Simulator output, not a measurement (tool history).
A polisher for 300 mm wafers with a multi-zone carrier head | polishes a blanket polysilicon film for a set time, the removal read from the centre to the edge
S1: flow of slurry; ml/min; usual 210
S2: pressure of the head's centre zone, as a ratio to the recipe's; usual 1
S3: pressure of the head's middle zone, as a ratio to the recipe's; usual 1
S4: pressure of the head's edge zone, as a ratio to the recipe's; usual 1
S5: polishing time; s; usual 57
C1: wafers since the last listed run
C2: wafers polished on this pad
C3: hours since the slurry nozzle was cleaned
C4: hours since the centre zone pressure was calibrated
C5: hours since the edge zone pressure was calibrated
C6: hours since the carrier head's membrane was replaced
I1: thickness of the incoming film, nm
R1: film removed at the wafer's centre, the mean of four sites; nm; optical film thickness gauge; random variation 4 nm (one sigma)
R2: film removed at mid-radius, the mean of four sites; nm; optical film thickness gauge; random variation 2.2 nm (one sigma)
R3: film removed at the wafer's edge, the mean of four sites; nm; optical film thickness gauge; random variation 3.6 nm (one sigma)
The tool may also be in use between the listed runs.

run	day	S1	S2	S3	S4	S5	C1	C2	C3	C4	C5	C6	I1	R1	R2	R3
1	0	210	1	1	1	57	0	475	204.7	340.9	652.3	510.4	1354.8	301.6	293.1	298
2	0.521	210	1	1	1	57	184	660	217.2	353.4	664.8	522.9	1369.8	296.8	288.5	301.9
3	1.717	210	1.04	1	1	57	423	1083	245.9	382.1	693.5	551.6	1383.5	302	285.3	294.4
4	2.333	210	1.04	1	1	57	218	1301	260.7	396.9	708.3	566.4	1378.6	309.7	286	294.7
# day 3.371: worn pad replaced by a new one
5	3.392	210	1.04	1	1	57	315	7	286.1	422.3	733.7	591.8	1379.5	297.1	277	287.5
6	4.642	210	1	1	1	57	442	449	316.1	452.3	763.7	621.8	1376.8	278	263.4	278
# day 4.962: slurry nozzle cleaned
7	5.883	210	1	1	1	57	424	874	22.1	482.1	793.5	651.6	1381.2	273.1	261.3	263.6
# day 6.954: worn pad replaced by a new one, repeated, since the last time left the tool worse
8	6.975	210	1	1	1	57	327	7	48.3	508.3	819.7	677.8	1365.2	319.2	306.1	309.2
9	7.788	210	1	1	1	57	287	295	67.8	527.8	839.2	697.3	1387.8	305.5	299.4	307.4
# day 8.458: carrier head's membrane replaced by a new one
10	8.479	270	1	1	1	57	170	466	84.4	544.4	855.8	0.5	1368.6	318.3	303.6	308.4
11	9.104	210	1	1	1	57	221	687	99.4	559.4	870.8	15.5	1362.3	302.2	290.1	304.5
12	9.938	210	1.08	1	0.89	57	294	982	119.4	579.4	890.8	35.5	1373.3	312.5	288.5	285.9
13	10.904	210	1	0.92	1	57	341	1324	142.6	602.6	914	58.7	1377.9	296.5	274.4	305.4
14	12.092	180	1	0.88	0.91	57	420	1744	171.1	631.1	942.5	87.2	1380.9	284.8	262.2	278.6
# day 12.458: worn pad replaced by a new one
15	12.692	240	1	1	1	71	153	82	185.5	645.5	956.9	101.6	1378.4	397.4	384.5	398.6
# day 13.3: centre zone pressure recalibrated
16	14.15	260	1	1	1.11	57	486	569	220.5	20.4	991.9	136.6	1376.3	318.2	298.4	319.4
# day 14.375: edge zone pressure recalibrated
17	14.892	210	1.05	1	1.09	57	232	802	238.3	38.2	12.4	154.4	1376.6	314.1	289.5	314.4
18	16.117	135	1.04	1.1	1	74	433	1235	267.7	67.6	41.8	183.8	1361.6	360.9	364	373
# day 16.704: worn pad replaced by a new one
19	16.725	210	1	1.06	1.09	57	156	7	282.3	82.2	56.4	198.4	1357.8	310.2	310.5	320.3
# day 17.217: slurry nozzle cleaned
20	17.383	210	1	0.92	1	46	218	225	4	98	72.2	214.2	1384.3	241.1	228.7	246.3
21	18.175	165	1	1	1	40	280	505	23	117	91.2	233.2	1391.8	205.1	195.8	205.4
22	20.55	210	1	0.92	1	57	840	1345	80	174	148.2	290.2	1402.8	295.6	274.2	297.8
23	21.067	210	1	1	1	71	182	1528	92.4	186.4	160.6	302.6	1379.8	362.2	353.8	368.3

3 ways to go on from here, each from the tool as it stands after run 23. What would each give?
A	21.083	210	1	1	1	57	5	1534	92.8	186.8	161	303	1376.8	?	?	?
B	21.083	210	1.06	1	1	70	5	1534	92.8	186.8	161	303	1376.8	?	?	?
C	21.083	210	1.06	1.07	1	57	5	1534	92.8	186.8	161	303	1376.8	?	?	?

run	R1	R2	R3
A	291.9	283.7	290.5
B	377	348.4	356.8
C	307.1	295.3	290.4
Without the tool's hidden state the same runs would have given:
run	R1	R2	R3
A	314.1	305.4	312.7
B	405.8	375	384
C	330.5	317.8	312.5

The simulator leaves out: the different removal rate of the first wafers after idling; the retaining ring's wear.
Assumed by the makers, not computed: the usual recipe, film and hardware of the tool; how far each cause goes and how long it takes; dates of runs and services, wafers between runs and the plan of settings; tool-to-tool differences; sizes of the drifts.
